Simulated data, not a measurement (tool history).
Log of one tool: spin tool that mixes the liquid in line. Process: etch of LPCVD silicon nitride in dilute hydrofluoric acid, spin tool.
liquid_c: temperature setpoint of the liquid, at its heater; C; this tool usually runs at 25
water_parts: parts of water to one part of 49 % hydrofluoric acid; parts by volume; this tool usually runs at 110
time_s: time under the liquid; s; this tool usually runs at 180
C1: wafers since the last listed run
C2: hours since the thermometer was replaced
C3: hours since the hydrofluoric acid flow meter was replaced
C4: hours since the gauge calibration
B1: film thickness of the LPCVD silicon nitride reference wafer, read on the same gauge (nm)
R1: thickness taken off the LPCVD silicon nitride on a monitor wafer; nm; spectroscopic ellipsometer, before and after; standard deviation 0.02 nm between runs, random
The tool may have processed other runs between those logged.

Run 1, hour 0: usual settings; C1 0; C2 650.9; C3 577.2; C4 359; B1 59.989. Result: R1 0.858 nm.
Run 2, hour 15.8: usual settings; C1 77; C2 666.7; C3 593; C4 374.8; B1 60.004. Result: R1 0.838 nm.
Run 3, hour 29.4: usual settings; C1 66; C2 680.3; C3 606.6; C4 388.4; B1 60.028. Result: R1 0.869 nm.
Run 4, hour 39.7: usual settings; C1 50; C2 690.6; C3 616.9; C4 398.7; B1 59.969. Result: R1 0.851 nm.
Run 5, hour 50.5: usual settings; C1 53; C2 701.4; C3 627.7; C4 409.5; B1 59.989. Result: R1 0.821 nm.
Run 6, hour 61.1: usual settings but water_parts 70 parts by volume; C1 52; C2 712; C3 638.3; C4 420.1; B1 59.993. Result: R1 1.324 nm.
Run 7, hour 75.8: usual settings but water_parts 70 parts by volume; C1 72; C2 726.7; C3 653; C4 434.8; B1 60.003. Result: R1 1.369 nm.
Run 8, hour 84.6: usual settings but time_s 145 s; C1 43; C2 735.5; C3 661.8; C4 443.6; B1 59.986. Result: R1 0.671 nm.
Run 9, hour 98.3: usual settings but time_s 145 s; C1 67; C2 749.2; C3 675.5; C4 457.3; B1 60.005. Result: R1 0.711 nm.
Run 10, hour 104.6: usual settings but time_s 145 s; C1 30; C2 755.5; C3 681.8; C4 463.6; B1 60.012. Result: R1 0.65 nm.
Run 11, hour 153.1: usual settings but water_parts 135 parts by volume; C1 238; C2 804; C3 730.3; C4 512.1; B1 60.015. Result: R1 0.673 nm.
At hour 153.6: gauge calibrated.
Run 12, hour 165.8: usual settings but water_parts 135 parts by volume; C1 62; C2 816.7; C3 743; C4 12.2; B1 59.995. Result: R1 0.672 nm.
Run 13, hour 179.4: usual settings but water_parts 135 parts by volume; C1 66; C2 830.3; C3 756.6; C4 25.8; B1 59.978. Result: R1 0.684 nm.
Run 14, hour 191.9: usual settings; C1 61; C2 842.8; C3 769.1; C4 38.3; B1 60.013. Result: R1 0.839 nm.
Run 15, hour 203.6: usual settings but water_parts 145 parts by volume, time_s 255 s; C1 57; C2 854.5; C3 780.8; C4 50; B1 59.985. Result: R1 0.88 nm.
Run 16, hour 212.5: usual settings but liquid_c 28 C, water_parts 155 parts by volume, time_s 225 s; C1 43; C2 863.4; C3 789.7; C4 58.9; B1 59.988. Result: R1 0.918 nm.
Run 17, hour 224.8: usual settings but water_parts 155 parts by volume; C1 60; C2 875.7; C3 802; C4 71.2; B1 59.999. Result: R1 0.59 nm.
Run 18, hour 242.4: usual settings but liquid_c 28 C, water_parts 90 parts by volume; C1 86; C2 893.3; C3 819.6; C4 88.8; B1 60.004. Result: R1 1.253 nm.
Run 19, hour 254.7: usual settings but time_s 280 s; C1 60; C2 905.6; C3 831.9; C4 101.1; B1 60.002. Result: R1 1.33 nm.
Run 20, hour 263: usual settings but liquid_c 22.5 C, water_parts 80 parts by volume, time_s 120 s; C1 40; C2 913.9; C3 840.2; C4 109.4; B1 59.993. Result: R1 0.644 nm.
At hour 275.3: thermometer replaced.
Run 21, hour 280: usual settings; C1 78; C2 4.7; C3 857.2; C4 126.4; B1 59.985. Result: R1 0.74 nm.
Run 22, hour 294.3: usual settings but liquid_c 21 C, time_s 150 s; C1 70; C2 19; C3 871.5; C4 140.7; B1 59.978. Result: R1 0.488 nm.
Run 23, hour 304.2: usual settings but liquid_c 21.5 C, water_parts 95 parts by volume, time_s 140 s; C1 48; C2 28.9; C3 881.4; C4 150.6; B1 60.004. Result: R1 0.537 nm.
At hour 313.2: hydrofluoric acid flow meter replaced.
Run 24, hour 349.7: usual settings but liquid_c 29 C, water_parts 150 parts by volume, time_s 90 s; C1 218; C2 74.4; C3 36.5; C4 196.1; B1 60.02. Result: R1 0.37 nm.
Run 25, hour 356.5: usual settings but time_s 70 s; C1 33; C2 81.2; C3 43.3; C4 202.9; B1 60.017. Result: R1 0.293 nm.
Run 26, hour 368: usual settings; C1 56; C2 92.7; C3 54.8; C4 214.4; B1 60.017. Result: R1 0.75 nm.
Run 27, hour 378.9: usual settings but liquid_c 27.5 C, water_parts 160 parts by volume, time_s 95 s; C1 53; C2 103.6; C3 65.7; C4 225.3; B1 60.002. Result: R1 0.324 nm.
At hour 388.5: thermometer replaced, repeated, since the last time left the tool worse.
Run 28, hour 392: usual settings; C1 59; C2 3.5; C3 78.8; C4 238.4; B1 59.988. Result: R1 0.931 nm.
Run 29, hour 409.6: usual settings but liquid_c 20 C; C1 86; C2 21.1; C3 96.4; C4 256; B1 60.001. Result: R1 0.643 nm.
Run 30, hour 418.8: usual settings but water_parts 150 parts by volume; C1 45; C2 30.3; C3 105.6; C4 265.2; B1 59.99. Result: R1 0.657 nm.
Run 31, hour 430: usual settings but water_parts 130 parts by volume; C1 55; C2 41.5; C3 116.8; C4 276.4; B1 59.987. Result: R1 0.75 nm.
Run 32, hour 437.2: usual settings but liquid_c 28.5 C, time_s 120 s; C1 35; C2 48.7; C3 124; C4 283.6; B1 60.043. Result: R1 0.75 nm.

Forecast each of these 4 alternatives for the next run:
Run A, hour 437.7: usual settings; C1 2; C2 49.2; C3 124.5; C4 284.1; B1 ?. Result: R1 ?.
Run B, hour 437.7: usual settings but liquid_c 26.5 C; C1 2; C2 49.2; C3 124.5; C4 284.1; B1 ?. Result: R1 ?.
Run C, hour 437.7: usual settings but liquid_c 21 C; C1 2; C2 49.2; C3 124.5; C4 284.1; B1 ?. Result: R1 ?.
Run D, hour 437.7: usual settings but liquid_c 29.5 C, time_s 85 s; C1 2; C2 49.2; C3 124.5; C4 284.1; B1 ?. Result: R1 ?.

run      B1     R1
  A  59.996  0.901
  B  59.996  0.993
  C  59.996  0.691
  D  59.996  0.567
Without the tool's unlogged condition, the same runs would have read:
run     R1
  A  0.922
  B  1.015
  C  0.707
  D   0.58

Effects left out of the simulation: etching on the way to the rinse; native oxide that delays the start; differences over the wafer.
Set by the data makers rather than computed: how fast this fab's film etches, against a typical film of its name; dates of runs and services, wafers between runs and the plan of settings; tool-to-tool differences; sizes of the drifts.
